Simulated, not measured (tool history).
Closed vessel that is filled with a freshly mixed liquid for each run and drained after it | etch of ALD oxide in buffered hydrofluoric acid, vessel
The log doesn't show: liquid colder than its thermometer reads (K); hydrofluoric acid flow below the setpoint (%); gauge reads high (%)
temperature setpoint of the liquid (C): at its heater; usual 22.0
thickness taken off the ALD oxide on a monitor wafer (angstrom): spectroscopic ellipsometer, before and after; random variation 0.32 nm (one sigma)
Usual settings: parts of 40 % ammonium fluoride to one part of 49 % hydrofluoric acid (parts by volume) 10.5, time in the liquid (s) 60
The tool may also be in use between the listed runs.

| run | hour | temperature setpoint of the liquid (C) | parts of 40 % ammonium fluoride to one part of 49 % hydrofluoric acid (parts by volume) | time in the liquid (s) | wafers since the last listed run | hours since the thermometer was replaced | hours since the hydrofluoric acid flow meter was replaced | hours since the gauge calibration | read-back film thickness of the ALD oxide reference wafer, read on the same gauge (nm) | thickness taken off the ALD oxide on a monitor wafer (angstrom) |
|---|---|---|---|---|---|---|---|---|---|---|
| 1 | 0.0 | 22.0 | 10.5 | 60 | 0 | 2566.9 | 1272.5 | 412.0 | 90.02 | 747.8 |
| 2 | 33.0 | 22.0 | 10.5 | 60 | 3508 | 2599.9 | 1305.5 | 445.0 | 90.02 | 750.2 |
| 3 | 59.6 | 22.0 | 10.5 | 60 | 2827 | 2626.5 | 1332.1 | 471.6 | 89.98 | 749.1 |
| 4 | 78.0 | 22.0 | 10.5 | 60 | 1956 | 2644.9 | 1350.5 | 490.0 | 89.99 | 748.7 |
| 5 | 111.3 | 22.0 | 10.5 | 60 | 3540 | 2678.2 | 1383.8 | 523.3 | 89.99 | 748.9 |
| 6 | 145.8 | 22.0 | 10.5 | 60 | 3667 | 2712.7 | 1418.3 | 557.8 | 89.99 | 747.2 |
| 7 | 174.2 | 22.0 | 10.5 | 60 | 3019 | 2741.1 | 1446.7 | 586.2 | 90.00 | 742.6 |
| 8 | 187.8 | 22.0 | 10.5 | 60 | 1445 | 2754.7 | 1460.3 | 599.8 | 90.01 | 743.2 |
| 9 | 212.6 | 22.0 | 10.5 | 60 | 2636 | 2779.5 | 1485.1 | 624.6 | 90.00 | 743.4 |
|  | 225.2 | hydrofluoric acid flow meter replaced |
|  | 233.4 | gauge calibrated |
| 10 | 238.7 | 21.0 | 10.5 | 60 | 2668 | 2805.6 | 13.5 | 5.3 | 89.99 | 699.1 |
| 11 | 264.1 | 22.0 | 9.0 | 70 | 2700 | 2831.0 | 38.9 | 30.7 | 89.99 | 965.5 |
| 12 | 278.3 | 22.0 | 8.0 | 45 | 1509 | 2845.2 | 53.1 | 44.9 | 90.01 | 707.5 |
| 13 | 310.0 | 23.5 | 8.5 | 75 | 3370 | 2876.9 | 84.8 | 76.6 | 90.02 | 1191.0 |
|  | 313.5 | thermometer replaced |
| 14 | 378.5 | 22.0 | 8.0 | 70 | 7176 | 65.0 | 153.3 | 145.1 | 89.99 | 1258.0 |
| 15 | 398.2 | 22.0 | 14.0 | 60 | 2094 | 84.7 | 173.0 | 164.8 | 90.01 | 635.8 |
| 16 | 413.8 | 19.0 | 8.5 | 45 | 1658 | 100.3 | 188.6 | 180.4 | 90.03 | 636.5 |
| 17 | 442.5 | 22.0 | 10.5 | 60 | 3051 | 129.0 | 217.3 | 209.1 | 89.98 | 846.1 |
| 18 | 470.7 | 20.5 | 10.5 | 30 | 2998 | 157.2 | 245.5 | 237.3 | 89.99 | 388.1 |
| 19 | 495.1 | 19.0 | 8.5 | 45 | 2594 | 181.6 | 269.9 | 261.7 | 90.00 | 636.3 |
| 20 | 520.4 | 25.5 | 8.5 | 75 | 2689 | 206.9 | 295.2 | 287.0 | 90.00 | 1506.0 |

3 ways to go on from here, each from the tool as it stands after run 20. What would each give?
| A | 521.1 | 19.5 | 10.5 | 60 | 74 | 207.6 | 295.9 | 287.7 | ? | ? |
| B | 521.1 | 22.0 | 12.5 | 70 | 74 | 207.6 | 295.9 | 287.7 | ? | ? |
| C | 521.1 | 22.0 | 10.5 | 30 | 74 | 207.6 | 295.9 | 287.7 | ? | ? |

| run | read-back film thickness of the ALD oxide reference wafer, read on the same gauge (nm) | thickness taken off the ALD oxide on a monitor wafer (angstrom) |
|---|---|---|
| A | 89.98 | 731.6 |
| B | 89.98 | 827.8 |
| C | 89.98 | 420.6 |
Without the tool's hidden state the same runs would have given:
| run | thickness taken off the ALD oxide on a monitor wafer (angstrom) |
|---|---|
| A | 750.7 |
| B | 849.2 |
| C | 431.5 |
